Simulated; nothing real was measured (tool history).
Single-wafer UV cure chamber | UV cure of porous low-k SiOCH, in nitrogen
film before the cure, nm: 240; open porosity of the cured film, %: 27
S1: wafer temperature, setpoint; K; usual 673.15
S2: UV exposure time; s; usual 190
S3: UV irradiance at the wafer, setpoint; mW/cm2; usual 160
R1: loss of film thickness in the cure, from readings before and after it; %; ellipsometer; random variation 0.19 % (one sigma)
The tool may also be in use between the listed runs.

{"run": 1, "hour": 0.0, "S1": 673.15, "S2": 190, "S3": 160, "R1": 12.383}
{"run": 2, "hour": 14.3, "S1": 673.15, "S2": 190, "S3": 160, "R1": 12.165}
{"run": 3, "hour": 49.4, "S1": 688.15, "S2": 190, "S3": 160, "R1": 12.321}
{"run": 4, "hour": 84.3, "S1": 688.15, "S2": 190, "S3": 160, "R1": 12.523}
{"run": 5, "hour": 98.3, "S1": 673.15, "S2": 190, "S3": 160, "R1": 12.214}
{"run": 6, "hour": 133.7, "S1": 673.15, "S2": 190, "S3": 160, "R1": 12.043}
{"run": 7, "hour": 154.7, "S1": 673.15, "S2": 190, "S3": 160, "R1": 12.151}
{"run": 8, "hour": 188.2, "S1": 673.15, "S2": 190, "S3": 160, "R1": 12.233}
{"run": 9, "hour": 224.1, "S1": 673.15, "S2": 190, "S3": 160, "R1": 12.028}
{"run": 10, "hour": 251.0, "S1": 673.15, "S2": 190, "S3": 160, "R1": 11.895}
{"run": 11, "hour": 295.0, "S1": 673.15, "S2": 190, "S3": 160, "R1": 11.95}
{"run": 12, "hour": 324.0, "S1": 673.15, "S2": 190, "S3": 160, "R1": 12.004}
{"run": 13, "hour": 354.1, "S1": 673.15, "S2": 190, "S3": 160, "R1": 11.849}
{"run": 14, "hour": 372.6, "S1": 673.15, "S2": 190, "S3": 188, "R1": 12.903}
{"run": 15, "hour": 389.2, "S1": 673.15, "S2": 190, "S3": 160, "R1": 11.679}
{"hour": 420.0, "done": "UV bulbs replaced"}
{"run": 16, "hour": 423.8, "S1": 673.15, "S2": 145, "S3": 160, "R1": 12.722}
{"hour": 458.9, "done": "quartz window cleaned"}
{"run": 17, "hour": 459.4, "S1": 673.15, "S2": 190, "S3": 160, "R1": 15.294}
{"run": 18, "hour": 481.8, "S1": 673.15, "S2": 190, "S3": 160, "R1": 14.926}
{"run": 19, "hour": 514.7, "S1": 673.15, "S2": 190, "S3": 160, "R1": 14.542}
{"run": 20, "hour": 537.9, "S1": 673.15, "S2": 190, "S3": 182, "R1": 15.563}
{"run": 21, "hour": 562.1, "S1": 673.15, "S2": 190, "S3": 182, "R1": 15.461}
{"run": 22, "hour": 578.6, "S1": 673.15, "S2": 190, "S3": 160, "R1": 14.35}
{"run": 23, "hour": 594.6, "S1": 673.15, "S2": 190, "S3": 160, "R1": 14.185}
{"run": 24, "hour": 610.9, "S1": 673.15, "S2": 190, "S3": 160, "R1": 14.224}

The next listed run, before its measurement:
{"run": 25, "hour": 629.0, "S1": 654.15, "S2": 135, "S3": 160, "R1": "?"}

R1: 12.071 %
Without the tool's hidden state the same run would have given R1 13.307 %.

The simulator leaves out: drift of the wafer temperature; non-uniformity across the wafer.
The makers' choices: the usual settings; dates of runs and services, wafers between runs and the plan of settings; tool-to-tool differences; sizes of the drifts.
